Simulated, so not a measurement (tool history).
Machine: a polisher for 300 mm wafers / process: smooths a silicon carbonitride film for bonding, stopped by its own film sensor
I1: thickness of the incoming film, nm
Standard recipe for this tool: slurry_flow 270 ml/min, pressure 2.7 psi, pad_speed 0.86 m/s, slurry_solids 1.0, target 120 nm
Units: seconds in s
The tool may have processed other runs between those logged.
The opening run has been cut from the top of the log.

run 2 hour=54.4 | slurry_flow=270 pressure=2.7 pad_speed=0.86 slurry_solids=1.0 target=120 | I1=141.2 | seconds=79.7
-- hour=71.9 worn pad replaced by a new one
run 3 hour=81.1 | slurry_flow=325 pressure=2.2 pad_speed=0.86 slurry_solids=1.0 target=120 | I1=137.8 | seconds=83.2
run 4 hour=105.7 | slurry_flow=325 pressure=2.2 pad_speed=0.86 slurry_solids=1.0 target=120 | I1=142.9 | seconds=104.3
-- hour=111.8 slurry nozzle cleaned
run 5 hour=159.9 | slurry_flow=325 pressure=2.2 pad_speed=0.86 slurry_solids=1.0 target=120 | I1=137.3 | seconds=80.6
run 6 hour=223.5 | slurry_flow=270 pressure=2.7 pad_speed=0.86 slurry_solids=1.0 target=120 | I1=141.6 | seconds=85.5
run 7 hour=273.6 | slurry_flow=270 pressure=2.7 pad_speed=0.86 slurry_solids=1.0 target=120 | I1=137.7 | seconds=68.5
run 8 hour=329.7 | slurry_flow=270 pressure=2.7 pad_speed=0.86 slurry_solids=1.0 target=120 | I1=140.6 | seconds=80.9
run 9 hour=363.6 | slurry_flow=270 pressure=2.7 pad_speed=0.78 slurry_solids=1.0 target=120 | I1=140.5 | seconds=85.7
run 10 hour=403.0 | slurry_flow=270 pressure=2.7 pad_speed=0.78 slurry_solids=1.0 target=120 | I1=139.6 | seconds=86.1
-- hour=423.0 slurry blender recalibrated
run 11 hour=444.0 | slurry_flow=270 pressure=2.7 pad_speed=0.86 slurry_solids=1.0 target=120 | I1=142.4 | seconds=88.7
-- hour=475.1 worn pad replaced by a new one
-- hour=475.7 slurry nozzle cleaned
run 12 hour=478.3 | slurry_flow=270 pressure=2.7 pad_speed=0.98 slurry_solids=1.2 target=120 | I1=140.8 | seconds=67.1
run 13 hour=504.8 | slurry_flow=270 pressure=2.7 pad_speed=0.86 slurry_solids=1.0 target=120 | I1=139.7 | seconds=80.2
run 14 hour=533.1 | slurry_flow=215 pressure=2.7 pad_speed=0.86 slurry_solids=1.0 target=123 | I1=140.4 | seconds=72.5
run 15 hour=559.5 | slurry_flow=205 pressure=2.7 pad_speed=1.08 slurry_solids=0.9 target=117 | I1=138.8 | seconds=81.6
run 16 hour=589.1 | slurry_flow=220 pressure=2.7 pad_speed=0.70 slurry_solids=1.0 target=124 | I1=140.5 | seconds=83.0
run 17 hour=630.8 | slurry_flow=175 pressure=2.7 pad_speed=0.86 slurry_solids=0.7 target=120 | I1=141.2 | seconds=112.5
run 18 hour=663.4 | slurry_flow=270 pressure=2.7 pad_speed=0.86 slurry_solids=1.0 target=120 | I1=140.3 | seconds=80.0

Predict the results of run 19:
run 19 hour=713.2 | slurry_flow=270 pressure=2.7 pad_speed=0.86 slurry_solids=1.0 target=113 | I1=139.8 | seconds=?

{"run 19": {"seconds": 107.5}}
With the hidden condition absent and the run-to-run variation left alone, this run would have shown seconds 97.7 s.
